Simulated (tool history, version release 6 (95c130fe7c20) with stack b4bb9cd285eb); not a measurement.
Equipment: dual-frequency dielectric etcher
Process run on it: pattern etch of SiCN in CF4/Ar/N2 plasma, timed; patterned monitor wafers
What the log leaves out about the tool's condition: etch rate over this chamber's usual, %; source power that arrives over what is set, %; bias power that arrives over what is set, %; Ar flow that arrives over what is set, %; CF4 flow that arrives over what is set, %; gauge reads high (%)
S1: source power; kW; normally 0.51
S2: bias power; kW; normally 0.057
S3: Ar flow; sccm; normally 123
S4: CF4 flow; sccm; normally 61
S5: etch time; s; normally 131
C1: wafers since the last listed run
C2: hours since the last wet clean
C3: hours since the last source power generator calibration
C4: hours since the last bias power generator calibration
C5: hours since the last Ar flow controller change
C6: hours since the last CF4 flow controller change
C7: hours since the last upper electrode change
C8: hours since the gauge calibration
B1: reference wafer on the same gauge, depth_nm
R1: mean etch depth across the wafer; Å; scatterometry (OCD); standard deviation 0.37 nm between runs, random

{"run": 1, "hour": 0.0, "S1": 0.51, "S2": 0.057, "S3": 106, "S4": 48, "S5": 121, "C1": 0, "C2": 60.7, "C3": 2777.7, "C4": 3003.8, "C5": 5650.3, "C6": 5635.6, "C7": 5928.2, "C8": 183.6, "B1": 110, "R1": 851}
{"hour": 31.9, "done": "upper electrode replaced"}
{"run": 2, "hour": 32.4, "S1": 0.51, "S2": 0.057, "S3": 123, "S4": 65, "S5": 110, "C1": 49, "C2": 93.1, "C3": 2810.1, "C4": 3036.2, "C5": 5682.7, "C6": 5668, "C7": 0.5, "C8": 216, "B1": 110.1, "R1": 812}
{"run": 3, "hour": 46.0, "S1": 0.59, "S2": 0.057, "S3": 123, "S4": 68, "S5": 131, "C1": 80, "C2": 106.7, "C3": 2823.7, "C4": 3049.8, "C5": 5696.3, "C6": 5681.6, "C7": 14.1, "C8": 229.6, "B1": 110, "R1": 1141}
{"run": 4, "hour": 70.3, "S1": 0.51, "S2": 0.067, "S3": 150, "S4": 61, "S5": 104.5, "C1": 143, "C2": 131, "C3": 2848, "C4": 3074.1, "C5": 5720.6, "C6": 5705.9, "C7": 38.4, "C8": 253.9, "B1": 110, "R1": 802}
{"run": 5, "hour": 90.9, "S1": 0.39, "S2": 0.057, "S3": 147, "S4": 68, "S5": 145, "C1": 121, "C2": 151.6, "C3": 2868.6, "C4": 3094.7, "C5": 5741.2, "C6": 5726.5, "C7": 59, "C8": 274.5, "B1": 110, "R1": 812}
{"run": 6, "hour": 126.8, "S1": 0.59, "S2": 0.067, "S3": 132, "S4": 61, "S5": 94.5, "C1": 212, "C2": 187.5, "C3": 2904.5, "C4": 3130.6, "C5": 5777.1, "C6": 5762.4, "C7": 94.9, "C8": 310.4, "B1": 110, "R1": 843}
{"run": 7, "hour": 148.2, "S1": 0.43, "S2": 0.057, "S3": 141, "S4": 74, "S5": 150, "C1": 126, "C2": 208.9, "C3": 2925.9, "C4": 3152, "C5": 5798.5, "C6": 5783.8, "C7": 116.3, "C8": 331.8, "B1": 109.9, "R1": 950}
{"run": 8, "hour": 165.5, "S1": 0.51, "S2": 0.057, "S3": 123, "S4": 61, "S5": 131, "C1": 102, "C2": 226.2, "C3": 2943.2, "C4": 3169.3, "C5": 5815.8, "C6": 5801.1, "C7": 133.6, "C8": 349.1, "B1": 110.1, "R1": 960}
{"run": 9, "hour": 179.9, "S1": 0.54, "S2": 0.057, "S3": 123, "S4": 61, "S5": 108.5, "C1": 85, "C2": 240.6, "C3": 2957.6, "C4": 3183.7, "C5": 5830.2, "C6": 5815.5, "C7": 148, "C8": 363.5, "B1": 110.1, "R1": 843}
{"hour": 202.3, "done": "source power generator calibrated"}
{"hour": 269.3, "done": "bias power generator calibrated"}
{"run": 10, "hour": 269.8, "S1": 0.51, "S2": 0.057, "S3": 123, "S4": 61, "S5": 144, "C1": 484, "C2": 330.5, "C3": 67.5, "C4": 0.5, "C5": 5920.1, "C6": 5905.4, "C7": 237.9, "C8": 453.4, "B1": 109.8, "R1": 1116}
{"hour": 276.4, "done": "Ar flow controller replaced"}
{"hour": 292.2, "done": "CF4 flow controller replaced"}
{"run": 11, "hour": 292.7, "S1": 0.51, "S2": 0.067, "S3": 123, "S4": 61, "S5": 108, "C1": 64, "C2": 353.4, "C3": 90.4, "C4": 23.4, "C5": 16.3, "C6": 0.5, "C7": 260.8, "C8": 476.3, "B1": 109.9, "R1": 905}
{"run": 12, "hour": 321.3, "S1": 0.51, "S2": 0.043, "S3": 123, "S4": 52, "S5": 131, "C1": 169, "C2": 382, "C3": 119, "C4": 52, "C5": 44.9, "C6": 29.1, "C7": 289.4, "C8": 504.9, "B1": 110, "R1": 849}
{"run": 13, "hour": 348.9, "S1": 0.47, "S2": 0.057, "S3": 101, "S4": 61, "S5": 131, "C1": 163, "C2": 409.6, "C3": 146.6, "C4": 79.6, "C5": 72.5, "C6": 56.7, "C7": 317, "C8": 532.5, "B1": 110, "R1": 974}
{"run": 14, "hour": 376.8, "S1": 0.45, "S2": 0.057, "S3": 123, "S4": 65, "S5": 157, "C1": 165, "C2": 437.5, "C3": 174.5, "C4": 107.5, "C5": 100.4, "C6": 84.6, "C7": 344.9, "C8": 560.4, "B1": 110.1, "R1": 1096}
{"hour": 396.2, "done": "gauge calibrated"}
{"run": 15, "hour": 401.3, "S1": 0.51, "S2": 0.068, "S3": 123, "S4": 61, "S5": 131, "C1": 145, "C2": 462, "C3": 199, "C4": 132, "C5": 124.9, "C6": 109.1, "C7": 369.4, "C8": 5.1, "B1": 109.9, "R1": 1108}
{"hour": 425.5, "done": "wet clean of the chamber"}
{"run": 16, "hour": 432.7, "S1": 0.51, "S2": 0.057, "S3": 123, "S4": 61, "S5": 131, "C1": 43, "C2": 7.2, "C3": 230.4, "C4": 163.4, "C5": 156.3, "C6": 140.5, "C7": 400.8, "C8": 36.5, "B1": 110, "R1": 997}
{"run": 17, "hour": 450.8, "S1": 0.51, "S2": 0.057, "S3": 123, "S4": 61, "S5": 144, "C1": 107, "C2": 25.3, "C3": 248.5, "C4": 181.5, "C5": 174.4, "C6": 158.6, "C7": 418.9, "C8": 54.6, "B1": 109.9, "R1": 1104}
{"run": 18, "hour": 480.7, "S1": 0.56, "S2": 0.052, "S3": 123, "S4": 61, "S5": 147.5, "C1": 177, "C2": 55.2, "C3": 278.4, "C4": 211.4, "C5": 204.3, "C6": 188.5, "C7": 448.8, "C8": 84.5, "B1": 110, "R1": 1182}
{"run": 19, "hour": 513.5, "S1": 0.51, "S2": 0.057, "S3": 123, "S4": 61, "S5": 131, "C1": 194, "C2": 88, "C3": 311.2, "C4": 244.2, "C5": 237.1, "C6": 221.3, "C7": 481.6, "C8": 117.3, "B1": 110, "R1": 1006}
{"run": 20, "hour": 531.9, "S1": 0.51, "S2": 0.057, "S3": 123, "S4": 61, "S5": 131, "C1": 108, "C2": 106.4, "C3": 329.6, "C4": 262.6, "C5": 255.5, "C6": 239.7, "C7": 500, "C8": 135.7, "B1": 110.2, "R1": 1008}

Alternative continuations, all from the tool just after run 20; predict every row:
{"run": "A", "hour": 532.4, "S1": 0.51, "S2": 0.057, "S3": 123, "S4": 61, "S5": 131, "C1": 2, "C2": 106.9, "C3": 330.1, "C4": 263.1, "C5": 256, "C6": 240.2, "C7": 500.5, "C8": 136.2, "B1": "?", "R1": "?"}
{"run": "B", "hour": 532.4, "S1": 0.51, "S2": 0.057, "S3": 123, "S4": 51, "S5": 100.5, "C1": 2, "C2": 106.9, "C3": 330.1, "C4": 263.1, "C5": 256, "C6": 240.2, "C7": 500.5, "C8": 136.2, "B1": "?", "R1": "?"}
{"run": "C", "hour": 532.4, "S1": 0.51, "S2": 0.057, "S3": 123, "S4": 66, "S5": 166, "C1": 2, "C2": 106.9, "C3": 330.1, "C4": 263.1, "C5": 256, "C6": 240.2, "C7": 500.5, "C8": 136.2, "B1": "?", "R1": "?"}
{"run": "D", "hour": 532.4, "S1": 0.4, "S2": 0.057, "S3": 97, "S4": 61, "S5": 131, "C1": 2, "C2": 106.9, "C3": 330.1, "C4": 263.1, "C5": 256, "C6": 240.2, "C7": 500.5, "C8": 136.2, "B1": "?", "R1": "?"}
{"run": "E", "hour": 532.4, "S1": 0.51, "S2": 0.057, "S3": 123, "S4": 52, "S5": 131, "C1": 2, "C2": 106.9, "C3": 330.1, "C4": 263.1, "C5": 256, "C6": 240.2, "C7": 500.5, "C8": 136.2, "B1": "?", "R1": "?"}

run=A B1=110 R1=998
run=B B1=110 R1=727
run=C B1=110 R1=1291
run=D B1=110 R1=820
run=E B1=110 R1=953
With the hidden condition removed and each run's random variation left untouched, the same runs would have given:
run=A R1=999
run=B R1=728
run=C R1=1292
run=D R1=820
run=E R1=954
